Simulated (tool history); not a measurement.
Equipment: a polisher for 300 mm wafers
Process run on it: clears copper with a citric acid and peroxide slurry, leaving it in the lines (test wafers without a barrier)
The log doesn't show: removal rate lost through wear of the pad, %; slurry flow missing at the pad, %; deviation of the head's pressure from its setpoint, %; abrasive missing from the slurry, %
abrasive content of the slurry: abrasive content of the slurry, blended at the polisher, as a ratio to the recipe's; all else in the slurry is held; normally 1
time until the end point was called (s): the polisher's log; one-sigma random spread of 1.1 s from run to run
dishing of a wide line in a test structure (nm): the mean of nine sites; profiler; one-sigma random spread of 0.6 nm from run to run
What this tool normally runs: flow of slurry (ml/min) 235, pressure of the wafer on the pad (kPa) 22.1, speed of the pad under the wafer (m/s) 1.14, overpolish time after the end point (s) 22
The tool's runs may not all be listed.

run   hour  flow of slurry (ml/min)  pressure of the wafer on the pad (kPa)  speed of the pad under the wafer (m/s)  abrasive content of the slurry  overpolish time after the end point (s)  wafers since the last listed run  wafers polished on this pad  hours since the slurry nozzle was cleaned  hours since the head pressure was calibrated  hours since the slurry blender was calibrated  incoming thickness of the incoming film, nm  time until the end point was called (s)  dishing of a wide line in a test structure (nm)
  1      0                      235                                    22.1                                    1.14                               1                                       22                                 0                           25                                      332.9                                         592.9                                           56.2                                        249.6                                       82                                             34.8
  2   31.5                      235                                    22.1                                    1.14                               1                                       22                               252                          278                                      364.4                                         624.4                                           87.7                                        252.4                                     82.2                                             35.1
  3   55.9                      235                                    22.1                                    1.14                               1                                       22                               195                          474                                      388.8                                         648.8                                          112.1                                        248.7                                       82                                             33.9
  4   71.7                      235                                    22.1                                    1.34                               1                                       22                               126                          601                                      404.6                                         664.6                                          127.9                                        248.1                                     73.5                                             37.2
  5  103.4                      235                                    22.1                                    1.14                               1                                       22                               254                          856                                      436.3                                         696.3                                          159.6                                        247.2                                     82.6                                             34.3
  6  129.6                      235                                    22.1                                    1.14                               1                                       22                               210                         1066                                      462.5                                         722.5                                          185.8                                        248.7                                       80                                             35.1
       143  -- slurry blender recalibrated
  7  157.9                      235                                    22.1                                    1.14                               1                                       22                               211                         1277                                      490.8                                         750.8                                           14.9                                        252.4                                     83.2                                               34
     179.4  -- worn pad replaced by a new one
  8    188                      235                                    22.1                                    1.14                               1                                       22                               209                           68                                      520.9                                         780.9                                             45                                        245.9                                     81.7                                             34.3
  9  203.1                      275                                    22.1                                    1.14                               1                                       22                               121                          190                                        536                                           796                                           60.1                                        251.5                                       82                                             35.5
 10  225.2                      235                                    22.1                                    1.14                               1                                       22                               177                          367                                      558.1                                         818.1                                           82.2                                        249.9                                     83.3                                             34.6
 11  258.3                      235                                    22.1                                    1.14                               1                                       22                               265                          633                                      591.2                                         851.2                                          115.3                                        248.7                                     82.8                                               35
 12  283.4                      235                                    22.1                                    1.14                               1                                       22                               201                          834                                      616.3                                         876.3                                          140.4                                          250                                     85.7                                             34.4
 13  314.2                      235                                    22.1                                    0.84                               1                                       22                               247                         1082                                      647.1                                         907.1                                          171.2                                        250.5                                      104                                             30.4
     328.9  -- head pressure recalibrated
 14  329.4                      235                                    22.1                                    1.38                             1.1                                       22                               106                         1188                                      662.3                                           0.5                                          186.4                                        245.9                                     70.7                                             38.1
     344.5  -- slurry blender recalibrated
     348.9  -- worn pad replaced by a new one
 15  349.9                      235                                    22.1                                    1.14                               1                                       22                               116                            8                                      682.8                                            21                                            5.4                                        253.9                                     84.7                                             35.2
 16    376                      200                                    22.1                                    1.14                             1.2                                       22                               209                          217                                      708.9                                          47.1                                           31.5                                        244.7                                       81                                             35.5
 17  389.3                      200                                      29                                    1.14                               1                                       22                               106                          324                                      722.2                                          60.4                                           44.8                                        248.2                                     66.3                                             38.7
 18  413.9                      185                                      29                                     1.5                               1                                       27                               197                          522                                      746.8                                            85                                           69.4                                        252.8                                     55.5                                             46.9
 19  430.1                      235                                    22.1                                    1.52                               1                                       22                               130                          652                                        763                                         101.2                                           85.6                                        254.3                                     68.3                                             38.9
 20    485                      235                                    22.1                                    1.14                               1                                       22                               440                         1093                                      817.9                                         156.1                                          140.5                                        248.7                                     83.1                                             33.8
     508.9  -- worn pad replaced by a new one
 21  511.1                      155                                    22.1                                    1.14                               1                                       16                               177                           17                                        844                                         182.2                                          166.6                                          248                                     94.8                                               26
 22  537.7                      305                                      20                                    0.96                               1                                       22                               213                          231                                      870.6                                         208.8                                          193.2                                        250.5                                    101.9                                             31.2
       544  -- slurry nozzle cleaned
 23    552                      235                                    22.1                                    1.14                               1                                       22                               106                          337                                          8                                         223.1                                          207.5                                        251.1                                     79.2                                             35.6
 24  573.8                      190                                    22.1                                    1.14                               1                                       22                               175                          512                                       29.8                                         244.9                                          229.3                                        248.5                                     82.3                                             34.9
     592.8  -- slurry blender recalibrated
 25    652                      235                                    22.1                                    1.48                               1                                       22                               611                         1124                                        108                                         323.1                                           59.2                                        251.4                                     67.6                                             38.8
     676.1  -- worn pad replaced by a new one
 26  678.8                      235                                    22.1                                    1.14                               1                                       11                               183                           21                                      134.8                                         349.9                                             86                                        249.8                                     78.4                                             21.7
 27  704.8                      235                                    22.1                                    1.14                               1                                       22                               208                          230                                      160.8                                         375.9                                            112                                        251.6                                     82.1                                               34

Alternative continuations, all from the tool just after run 27; predict every row:
  A  705.3                      205                                    22.1                                    1.14                               1                                       22                                 4                          234                                      161.3                                         376.4                                          112.5                                        249.7                                        ?                                                ?
  B  705.3                      235                                    22.1                                    0.86                               1                                       33                                 4                          234                                      161.3                                         376.4                                          112.5                                        249.7                                        ?                                                ?
  C  705.3                      285                                    22.1                                    1.14                               1                                       26                                 4                          234                                      161.3                                         376.4                                          112.5                                        249.7                                        ?                                                ?
  D  705.3                      235                                    16.5                                    1.34                            0.75                                       27                                 4                          234                                      161.3                                         376.4                                          112.5                                        249.7                                        ?                                                ?

run  time until the end point was called (s)  dishing of a wide line in a test structure (nm)
  A                                     83.2                                             33.7
  B                                     98.9                                             38.3
  C                                       79                                               38
  D                                    104.8                                             32.8
Without the tool's unlogged condition, the same runs would have read:
run  time until the end point was called (s)  dishing of a wide line in a test structure (nm)
  A                                     79.8                                             34.5
  B                                     95.5                                               39
  C                                     76.7                                             38.6
  D                                    101.2                                             33.5
